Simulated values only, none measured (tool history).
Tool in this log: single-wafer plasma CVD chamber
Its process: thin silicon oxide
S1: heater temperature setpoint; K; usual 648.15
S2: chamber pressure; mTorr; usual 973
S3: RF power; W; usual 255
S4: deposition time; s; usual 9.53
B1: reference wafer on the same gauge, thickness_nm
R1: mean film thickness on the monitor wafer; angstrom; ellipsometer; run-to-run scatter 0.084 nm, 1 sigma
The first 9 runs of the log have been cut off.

| run | hour | S1 | S2 | S3 | S4 | B1 | R1 |
|---|---|---|---|---|---|---|---|
| 10 | 599.1 | 648.15 | 1214 | 255 | 8.23 | 24.674 | 215.85 |
| 11 | 668.4 | 653.15 | 1043 | 295 | 11.12 | 24.711 | 283.83 |
|  | 736 | showerhead replaced |
| 12 | 738.2 | 648.15 | 1080 | 255 | 10.79 | 24.689 | 263.87 |
| 13 | 795.3 | 656.15 | 1160 | 210 | 8.37 | 24.716 | 192.17 |
| 14 | 830.1 | 648.15 | 803 | 255 | 11.43 | 24.704 | 233.43 |
| 15 | 869.2 | 648.15 | 973 | 255 | 9.53 | 24.71 | 220.12 |
| 16 | 940.3 | 648.15 | 973 | 255 | 9.53 | 24.707 | 221 |
| 17 | 1010.7 | 648.15 | 973 | 255 | 9.53 | 24.711 | 220.31 |
| 18 | 1038.7 | 648.15 | 973 | 255 | 9.53 | 24.7 | 219.22 |
|  | 1085.3 | capacitance manometer re-zeroed and calibrated |
| 19 | 1085.8 | 660.15 | 973 | 255 | 9.53 | 24.708 | 219.53 |
| 20 | 1144.1 | 648.15 | 1121 | 255 | 11.08 | 24.694 | 277.92 |
| 21 | 1326.8 | 648.15 | 1045 | 255 | 10.52 | 24.711 | 253.74 |
| 22 | 1389.6 | 634.15 | 1184 | 290 | 9.53 | 24.717 | 262.42 |
| 23 | 1431.5 | 636.15 | 757 | 270 | 8.99 | 24.704 | 182.77 |
| 24 | 1478.6 | 648.15 | 973 | 255 | 9.53 | 24.682 | 220.31 |
| 25 | 1530.6 | 648.15 | 973 | 255 | 10.48 | 24.7 | 241.54 |

Forecast run 26:
| 26 | 1618.8 | 656.15 | 1160 | 210 | 8.37 | ? | ? |

Logged for run 26: B1 24.681, R1 191.54 angstrom.
Minus the tool's unlogged condition, the same run would have read R1 191.54 angstrom.
